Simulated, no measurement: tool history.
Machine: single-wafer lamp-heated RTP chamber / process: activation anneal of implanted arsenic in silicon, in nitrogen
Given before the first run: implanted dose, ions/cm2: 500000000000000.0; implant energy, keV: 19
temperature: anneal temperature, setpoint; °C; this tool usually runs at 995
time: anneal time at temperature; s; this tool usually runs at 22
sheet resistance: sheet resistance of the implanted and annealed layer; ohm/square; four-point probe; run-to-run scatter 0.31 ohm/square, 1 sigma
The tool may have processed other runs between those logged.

run,hour,temperature,time,"read-back reference wafer on the same gauge, sheet resistance",sheet resistance
1,0,995,17,235.03,210.18
2,43.5,995,17,235.05,209.52
3,123.4,995,22,235.09,208.29
4,213.2,995,22,235.05,207.45
# hour 298.8: reflector plate cleaned
# hour 299.2: pyrometer window cleaned and pyrometer calibrated
5,303,995,22,235,209.57
6,369.3,995,13,235.11,212.08
7,453.5,995,13,234.91,212.02
8,554,995,22,234.95,209.49
9,628.4,995,22,235.03,209.09
10,708.9,995,22,234.94,208.29
11,763.7,995,22,234.99,208.93
12,847.8,995,22,235,209.02
13,937.7,995,22,235.01,208.09
14,1007.1,995,22,234.97,208.41
15,1070.2,995,22,235.01,207.8
16,1154.9,1003,11,234.92,210.47
# hour 1188.9: pyrometer window cleaned and pyrometer calibrated
17,1194.4,1014,26,235.03,205.43
18,1256.4,995,22,234.96,209.05
19,1299.4,995,12,234.93,212.35
20,1388,968,25,234.95,211.77
21,1476.1,1020,30,234.98,202.7
22,1542.9,1010,18,234.96,207.67
# hour 1638.8: gauge calibrated
23,1647.5,995,22,234.94,208.5
24,1693.1,995,22,234.93,208.66
25,1760.7,985,9,234.94,214.19
26,1822.9,1019,27,234.96,203.15
# hour 1900.1: reflector plate cleaned
27,1908.9,1009,34,234.93,203.14
# hour 1961.2: pyrometer window cleaned and pyrometer calibrated
28,1991.2,986,22,234.99,210.37
29,2058.6,983,9,234.95,214.49
30,2108.9,1009,33,234.99,204.76
31,2339.9,995,22,235.01,209.31
32,2439.2,995,22,235,208.94
33,2542.9,995,22,235,208.8
34,2606.4,995,22,234.97,208.54
# hour 2838.5: pyrometer window cleaned and pyrometer calibrated
35,2885,1018,16,234.99,208.74
36,2950.7,995,14,234.95,211.66
37,2996.4,995,17,235.03,210.59

The tool's hidden state at each run:
wafer temperature error from the tarnished reflector plate, K: 0 across all the runs
gauge reads high (%): 0 across all the runs
H1: true wafer temperature minus pyrometer reading, K
run,H1
1,7.64
2,8.61
3,10.6
4,13
5,0.174
6,0.257
7,0.577
8,1.27
9,2.01
10,3.01
11,3.82
12,5.26
13,7.07
14,8.65
15,10.2
16,12.6
17,2.72
18,2.8
19,2.93
20,3.39
21,4.12
22,4.84
23,6.28
24,7.02
25,8.25
26,9.52
27,11.5
28,1.59
29,1.73
30,1.94
31,4
32,5.44
33,7.3
34,8.61
35,0.331
36,0.507
37,0.716
